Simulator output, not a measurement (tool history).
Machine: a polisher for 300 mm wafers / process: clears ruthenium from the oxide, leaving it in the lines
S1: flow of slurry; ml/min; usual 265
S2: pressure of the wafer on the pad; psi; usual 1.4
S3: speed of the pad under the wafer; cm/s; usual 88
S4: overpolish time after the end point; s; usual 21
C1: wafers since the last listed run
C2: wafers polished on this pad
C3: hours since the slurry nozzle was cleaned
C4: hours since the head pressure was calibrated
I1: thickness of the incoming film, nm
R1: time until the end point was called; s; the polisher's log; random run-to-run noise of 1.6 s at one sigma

Run 1, hour 0: usual settings but S4 17 s; C1 0; C2 554; C3 196; C4 131.6; I1 105.2. Result: R1 195.6 s.
Run 2, hour 77.7: usual settings; C1 437; C2 992; C3 273.7; C4 209.3; I1 104.9. Result: R1 199.6 s.
At hour 124: worn pad replaced by a new one.
Run 3, hour 168.3: usual settings; C1 487; C2 249; C3 364.3; C4 299.9; I1 103.3. Result: R1 204.6 s.
Run 4, hour 246.4: usual settings; C1 439; C2 689; C3 442.4; C4 378; I1 105.7. Result: R1 213.2 s.
At hour 297.7: slurry nozzle cleaned.
At hour 344.5: worn pad replaced by a new one.
Run 5, hour 345.8: usual settings; C1 531; C2 7; C3 48.1; C4 477.4; I1 105.3. Result: R1 210.8 s.
At hour 356.3: head pressure recalibrated.
Run 6, hour 425.7: usual settings; C1 438; C2 445; C3 128; C4 69.4; I1 102.8. Result: R1 192.1 s.
Run 7, hour 464.3: usual settings but S4 16 s; C1 217; C2 663; C3 166.6; C4 108; I1 106.5. Result: R1 198.9 s.
At hour 516.5: worn pad replaced by a new one.
Run 8, hour 542.3: usual settings but S1 225 ml/min, S2 0.9 psi; C1 416; C2 145; C3 244.6; C4 186; I1 104.7. Result: R1 321.8 s.
Run 9, hour 593.3: usual settings but S1 225 ml/min, S4 27 s; C1 287; C2 432; C3 295.6; C4 237; I1 103. Result: R1 205.9 s.
Run 10, hour 650.4: usual settings but S3 66 cm/s; C1 321; C2 753; C3 352.7; C4 294.1; I1 105.2. Result: R1 279.7 s.
At hour 721.5: worn pad replaced by a new one.
At hour 754: head pressure recalibrated.
Run 11, hour 754.5: usual settings; C1 552; C2 174; C3 456.8; C4 0.5; I1 104.5. Result: R1 197.8 s.
Run 12, hour 808.9: usual settings but S1 220 ml/min; C1 306; C2 480; C3 511.2; C4 54.9; I1 104.7. Result: R1 210.6 s.
At hour 823.1: slurry nozzle cleaned.
Run 13, hour 870.5: usual settings; C1 341; C2 821; C3 47.4; C4 116.5; I1 105.5. Result: R1 200.2 s.
At hour 898.5: worn pad replaced by a new one.
Run 14, hour 915.1: usual settings but S1 230 ml/min, S2 1.6 psi, S3 98 cm/s, S4 14 s; C1 228; C2 93; C3 92; C4 161.1; I1 105.9. Result: R1 160.6 s.
Run 15, hour 973: usual settings; C1 325; C2 419; C3 149.9; C4 219; I1 105.7. Result: R1 204.6 s.

5 ways to go on from here, each from the tool as it stands after run 15. What would each give?
Run A, hour 973.5: usual settings but S4 33 s; C1 2; C2 422; C3 150.4; C4 219.5; I1 106.6. Result: R1 ?.
Run B, hour 973.5: usual settings but S1 175 ml/min, S2 1.9 psi, S3 114 cm/s, S4 10 s; C1 2; C2 422; C3 150.4; C4 219.5; I1 106.6. Result: R1 ?.
Run C, hour 973.5: usual settings but S1 320 ml/min, S2 1.8 psi, S3 68 cm/s, S4 15 s; C1 2; C2 422; C3 150.4; C4 219.5; I1 106.6. Result: R1 ?.
Run D, hour 973.5: usual settings but S1 215 ml/min, S2 1.6 psi, S4 29 s; C1 2; C2 422; C3 150.4; C4 219.5; I1 106.6. Result: R1 ?.
Run E, hour 973.5: usual settings but S2 1.7 psi, S4 10 s; C1 2; C2 422; C3 150.4; C4 219.5; I1 106.6. Result: R1 ?.

run     R1
  A  202.7
  B  122.8
  C    200
  D  182.4
  E  166.9
Without the tool's unlogged condition, the same runs would have read:
run     R1
  A  191.4
  B  115.5
  C  189.1
  D  171.9
  E  157.6
